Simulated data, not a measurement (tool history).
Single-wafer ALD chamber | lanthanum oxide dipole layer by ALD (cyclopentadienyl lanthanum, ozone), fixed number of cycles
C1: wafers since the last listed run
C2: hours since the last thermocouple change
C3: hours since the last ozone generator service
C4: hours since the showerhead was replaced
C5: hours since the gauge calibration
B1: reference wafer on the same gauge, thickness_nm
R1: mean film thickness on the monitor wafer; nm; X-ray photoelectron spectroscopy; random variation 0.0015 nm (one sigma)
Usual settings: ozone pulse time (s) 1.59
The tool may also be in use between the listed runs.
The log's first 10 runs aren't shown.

At hour 274.9: thermocouple changed; heater temperature recalibrated.
Run 11, hour 337.1: usual settings; C1 1157; C2 62.2; C3 798.1; C4 7538.0; C5 374.0; B1 0.496. Result: R1 0.544 nm.
Run 12, hour 365.6: usual settings; C1 363; C2 90.7; C3 826.6; C4 7566.5; C5 402.5; B1 0.496. Result: R1 0.546 nm.
Run 13, hour 400.3: usual settings; C1 442; C2 125.4; C3 861.3; C4 7601.2; C5 437.2; B1 0.496. Result: R1 0.545 nm.
Run 14, hour 413.0: usual settings; C1 162; C2 138.1; C3 874.0; C4 7613.9; C5 449.9; B1 0.495. Result: R1 0.545 nm.
Run 15, hour 430.1: usual settings; C1 218; C2 155.2; C3 891.1; C4 7631.0; C5 467.0; B1 0.496. Result: R1 0.545 nm.
Run 16, hour 455.8: usual settings but ozone pulse time (s) 2.22; C1 328; C2 180.9; C3 916.8; C4 7656.7; C5 492.7; B1 0.496. Result: R1 0.563 nm.
Run 17, hour 521.2: usual settings but ozone pulse time (s) 2.02; C1 834; C2 246.3; C3 982.2; C4 7722.1; C5 558.1; B1 0.496. Result: R1 0.559 nm.
Run 18, hour 550.5: usual settings but ozone pulse time (s) 1.16; C1 374; C2 275.6; C3 1011.5; C4 7751.4; C5 587.4; B1 0.496. Result: R1 0.513 nm.
Run 19, hour 581.9: usual settings; C1 400; C2 307.0; C3 1042.9; C4 7782.8; C5 618.8; B1 0.497. Result: R1 0.548 nm.

Run 20 comes next. What will it give?
At hour 594.4: gauge calibrated.
Run 20, hour 604.8: usual settings but ozone pulse time (s) 1.21; C1 292; C2 329.9; C3 1065.8; C4 7805.7; C5 10.4; B1 ?. Result: R1 ?.

{"run 20": {"B1": 0.495, "R1": 0.518}}
Without the tool's hidden state the same run would have given R1 0.518 nm.
